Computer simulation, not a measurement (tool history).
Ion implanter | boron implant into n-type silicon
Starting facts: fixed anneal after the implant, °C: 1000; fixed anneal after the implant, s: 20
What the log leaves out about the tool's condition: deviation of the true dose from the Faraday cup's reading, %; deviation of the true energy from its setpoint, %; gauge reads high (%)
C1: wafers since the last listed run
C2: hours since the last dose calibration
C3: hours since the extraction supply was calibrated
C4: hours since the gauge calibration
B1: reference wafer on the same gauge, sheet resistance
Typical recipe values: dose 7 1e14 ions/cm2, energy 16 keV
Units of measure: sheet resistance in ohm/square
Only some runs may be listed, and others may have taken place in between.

run 1 hour=0 | dose=7 energy=19.5 | C1=0 C2=1654.4 C3=4610 C4=46.2 | B1=164.02 | sheet_resistance=181.28
run 2 hour=11.4 | dose=7 energy=19.5 | C1=215 C2=1665.8 C3=4621.4 C4=57.6 | B1=163.96 | sheet_resistance=181.35
run 3 hour=22.5 | dose=7 energy=19.5 | C1=209 C2=1676.9 C3=4632.5 C4=68.7 | B1=163.98 | sheet_resistance=180.68
run 4 hour=36.2 | dose=7 energy=16 | C1=258 C2=1690.6 C3=4646.2 C4=82.4 | B1=164.01 | sheet_resistance=184.22
run 5 hour=52.2 | dose=7 energy=14 | C1=302 C2=1706.6 C3=4662.2 C4=98.4 | B1=164.02 | sheet_resistance=186.47
run 6 hour=58.6 | dose=7 energy=13 | C1=120 C2=1713 C3=4668.6 C4=104.8 | B1=164.03 | sheet_resistance=187.33
run 7 hour=69.7 | dose=7 energy=13 | C1=209 C2=1724.1 C3=4679.7 C4=115.9 | B1=163.99 | sheet_resistance=186.87
run 8 hour=78.3 | dose=7 energy=16 | C1=162 C2=1732.7 C3=4688.3 C4=124.5 | B1=164.01 | sheet_resistance=184.46
-- hour=90.4 extraction supply calibrated
-- hour=92.6 Faraday cup replaced and dose calibrated
-- hour=92.7 gauge calibrated
run 9 hour=93.1 | dose=7 energy=16 | C1=87 C2=0.5 C3=2.7 C4=0.4 | B1=163.99 | sheet_resistance=187.53
run 10 hour=100.4 | dose=7 energy=16 | C1=137 C2=7.8 C3=10 C4=7.7 | B1=164.04 | sheet_resistance=188.19
run 11 hour=109.6 | dose=7 energy=17.5 | C1=173 C2=17 C3=19.2 C4=16.9 | B1=164 | sheet_resistance=186.96
run 12 hour=121.8 | dose=5.75 energy=19 | C1=230 C2=29.2 C3=31.4 C4=29.1 | B1=164 | sheet_resistance=218.93
-- hour=136.7 Faraday cup replaced and dose calibrated, repeated, since the last time left the tool worse
run 13 hour=137.2 | dose=5.07 energy=18.5 | C1=139 C2=0.5 C3=46.8 C4=44.5 | B1=163.98 | sheet_resistance=228.88
run 14 hour=139 | dose=8.16 energy=16 | C1=33 C2=2.3 C3=48.6 C4=46.3 | B1=164.01 | sheet_resistance=155.56
run 15 hour=150.7 | dose=8.29 energy=16 | C1=220 C2=14 C3=60.3 C4=58 | B1=164.01 | sheet_resistance=153.93
run 16 hour=168.1 | dose=5.54 energy=14 | C1=328 C2=31.4 C3=77.7 C4=75.4 | B1=163.98 | sheet_resistance=218.14
run 17 hour=179.1 | dose=8.71 energy=18.5 | C1=207 C2=42.4 C3=88.7 C4=86.4 | B1=163.99 | sheet_resistance=145.6
run 18 hour=188.7 | dose=5.5 energy=17.5 | C1=181 C2=52 C3=98.3 C4=96 | B1=164.01 | sheet_resistance=216.08
run 19 hour=196.2 | dose=7.91 energy=16 | C1=141 C2=59.5 C3=105.8 C4=103.5 | B1=163.95 | sheet_resistance=159.76
run 20 hour=208.4 | dose=7 energy=16 | C1=230 C2=71.7 C3=118 C4=115.7 | B1=164.04 | sheet_resistance=177.55
-- hour=210.6 gauge calibrated
run 21 hour=218.5 | dose=7 energy=16 | C1=190 C2=81.8 C3=128.1 C4=7.9 | B1=164.06 | sheet_resistance=177.31

Selected run-to-run steps in sheet resistance, each split into two signed amounts: the part the tool would show with no hidden state at all (from settings, incoming material and random variation), and the remainder, which goes to the hidden state together with any gauge scatter not common to the measured and the hidden-state-free results:
Run 8 -> 9: extraction supply calibrated, Faraday cup replaced and dose calibrated, gauge calibrated. sheet resistance +3.07 ohm/square: hidden state +3.58, all else -0.51.
Run 12 -> 13: dose 5.75 -> 5.07, energy 19 -> 18.5, Faraday cup replaced and dose calibrated, repeated, since the last time left the tool worse. sheet resistance +9.95 ohm/square: hidden state -12.67, all else +22.62.
Run 13 -> 14: dose 5.07 -> 8.16, energy 18.5 -> 16. sheet resistance -73.32 ohm/square: hidden state +0.33, all else -73.65.
Run 16 -> 17: dose 5.54 -> 8.71, energy 14 -> 18.5. sheet resistance -72.54 ohm/square: hidden state +0.29, all else -72.83.

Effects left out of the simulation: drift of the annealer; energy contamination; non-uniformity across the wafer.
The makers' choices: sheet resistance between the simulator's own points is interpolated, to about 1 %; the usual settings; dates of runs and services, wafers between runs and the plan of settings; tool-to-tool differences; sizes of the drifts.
